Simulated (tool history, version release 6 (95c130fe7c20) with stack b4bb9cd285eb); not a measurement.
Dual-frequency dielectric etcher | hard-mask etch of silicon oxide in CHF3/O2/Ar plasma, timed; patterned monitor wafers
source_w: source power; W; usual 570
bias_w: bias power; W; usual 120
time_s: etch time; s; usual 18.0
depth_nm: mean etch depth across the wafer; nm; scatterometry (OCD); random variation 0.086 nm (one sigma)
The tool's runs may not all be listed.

| run | hour | source_w | bias_w | time_s | wafers since the last listed run | hours since the last wet clean | hours since the last source power generator calibration | hours since the last bias power generator calibration | hours since the last upper electrode change | hours since the gauge calibration | read-back reference wafer on the same gauge, depth_nm | depth_nm |
|---|---|---|---|---|---|---|---|---|---|---|---|---|
| 1 | 0.0 | 520 | 129 | 18.0 | 0 | 419.1 | 2992.7 | 1608.8 | 2132.0 | 110.0 | 34.42 | 31.13 |
| 2 | 25.4 | 570 | 109 | 15.5 | 490 | 444.5 | 3018.1 | 1634.2 | 2157.4 | 135.4 | 34.40 | 26.89 |
| 3 | 47.1 | 570 | 109 | 15.5 | 419 | 466.2 | 3039.8 | 1655.9 | 2179.1 | 157.1 | 34.39 | 26.75 |
| 4 | 62.0 | 570 | 120 | 18.0 | 287 | 481.1 | 3054.7 | 1670.8 | 2194.0 | 172.0 | 34.41 | 31.85 |
| 5 | 78.1 | 570 | 120 | 18.0 | 311 | 497.2 | 3070.8 | 1686.9 | 2210.1 | 188.1 | 34.38 | 31.75 |
| 6 | 108.6 | 570 | 120 | 18.0 | 589 | 527.7 | 3101.3 | 1717.4 | 2240.6 | 218.6 | 34.40 | 31.85 |
| 7 | 140.9 | 570 | 120 | 18.0 | 624 | 560.0 | 3133.6 | 1749.7 | 2272.9 | 250.9 | 34.40 | 31.66 |
| 8 | 157.4 | 630 | 120 | 18.0 | 318 | 576.5 | 3150.1 | 1766.2 | 2289.4 | 267.4 | 34.42 | 33.17 |
|  | 203.4 | wet clean of the chamber |
| 9 | 203.9 | 630 | 120 | 18.0 | 434 | 0.5 | 3196.6 | 1812.7 | 2335.9 | 313.9 | 34.41 | 34.39 |
| 10 | 225.8 | 520 | 120 | 18.0 | 423 | 22.4 | 3218.5 | 1834.6 | 2357.8 | 335.8 | 34.40 | 31.35 |
|  | 244.1 | source power generator calibrated |
| 11 | 261.7 | 520 | 120 | 18.0 | 616 | 58.3 | 17.6 | 1870.5 | 2393.7 | 371.7 | 34.39 | 31.34 |
| 12 | 295.5 | 570 | 120 | 18.0 | 653 | 92.1 | 51.4 | 1904.3 | 2427.5 | 405.5 | 34.40 | 32.47 |
|  | 305.7 | gauge calibrated |
| 13 | 309.7 | 570 | 120 | 18.0 | 274 | 106.3 | 65.6 | 1918.5 | 2441.7 | 4.0 | 34.39 | 32.57 |
|  | 356.1 | upper electrode replaced |
| 14 | 356.6 | 570 | 130 | 18.0 | 442 | 153.2 | 112.5 | 1965.4 | 0.5 | 50.9 | 34.40 | 33.38 |
| 15 | 362.6 | 660 | 141 | 18.0 | 115 | 159.2 | 118.5 | 1971.4 | 6.5 | 56.9 | 34.42 | 36.22 |
| 16 | 381.6 | 520 | 120 | 14.5 | 367 | 178.2 | 137.5 | 1990.4 | 25.5 | 75.9 | 34.38 | 25.07 |
| 17 | 411.2 | 570 | 120 | 18.0 | 572 | 207.8 | 167.1 | 2020.0 | 55.1 | 105.5 | 34.40 | 32.30 |
| 18 | 438.4 | 690 | 102 | 18.0 | 525 | 235.0 | 194.3 | 2047.2 | 82.3 | 132.7 | 34.42 | 33.79 |
|  | 452.2 | bias power generator calibrated |
| 19 | 466.2 | 570 | 110 | 18.0 | 459 | 262.8 | 222.1 | 14.0 | 110.1 | 160.5 | 34.40 | 31.62 |
| 20 | 482.2 | 570 | 120 | 18.0 | 309 | 278.8 | 238.1 | 30.0 | 126.1 | 176.5 | 34.38 | 32.39 |
| 21 | 512.0 | 450 | 136 | 23.0 | 575 | 308.6 | 267.9 | 59.8 | 155.9 | 206.3 | 34.39 | 38.02 |
| 22 | 548.0 | 570 | 111 | 22.5 | 695 | 344.6 | 303.9 | 95.8 | 191.9 | 242.3 | 34.40 | 39.47 |
| 23 | 578.4 | 490 | 129 | 19.5 | 587 | 375.0 | 334.3 | 126.2 | 222.3 | 272.7 | 34.39 | 32.96 |

Hidden state or all else? Some run-to-run changes of depth_nm, split into what the settings, what came in and random variation would give without the hidden state, and what is left for the hidden state (with any gauge scatter that isn't in both results):
The hidden state here: etch rate over this chamber's usual, %; source power that arrives over what is set, %; bias power that arrives over what is set, %; gauge reads high (%).
Run 3 -> 4: bias_w 109 -> 120, time_s 15.5 -> 18.0. depth_nm +5.10 nm: hidden state -0.15, all else +5.25.
Run 8 -> 9: wet clean of the chamber. depth_nm +1.22 nm: hidden state +1.15, all else +0.07.
Run 15 -> 16: source_w 660 -> 520, bias_w 141 -> 120, time_s 18.0 -> 14.5. depth_nm -11.15 nm: hidden state +0.05, all else -11.20.
Run 16 -> 17: source_w 520 -> 570, time_s 14.5 -> 18.0. depth_nm +7.23 nm: hidden state -0.12, all else +7.35.

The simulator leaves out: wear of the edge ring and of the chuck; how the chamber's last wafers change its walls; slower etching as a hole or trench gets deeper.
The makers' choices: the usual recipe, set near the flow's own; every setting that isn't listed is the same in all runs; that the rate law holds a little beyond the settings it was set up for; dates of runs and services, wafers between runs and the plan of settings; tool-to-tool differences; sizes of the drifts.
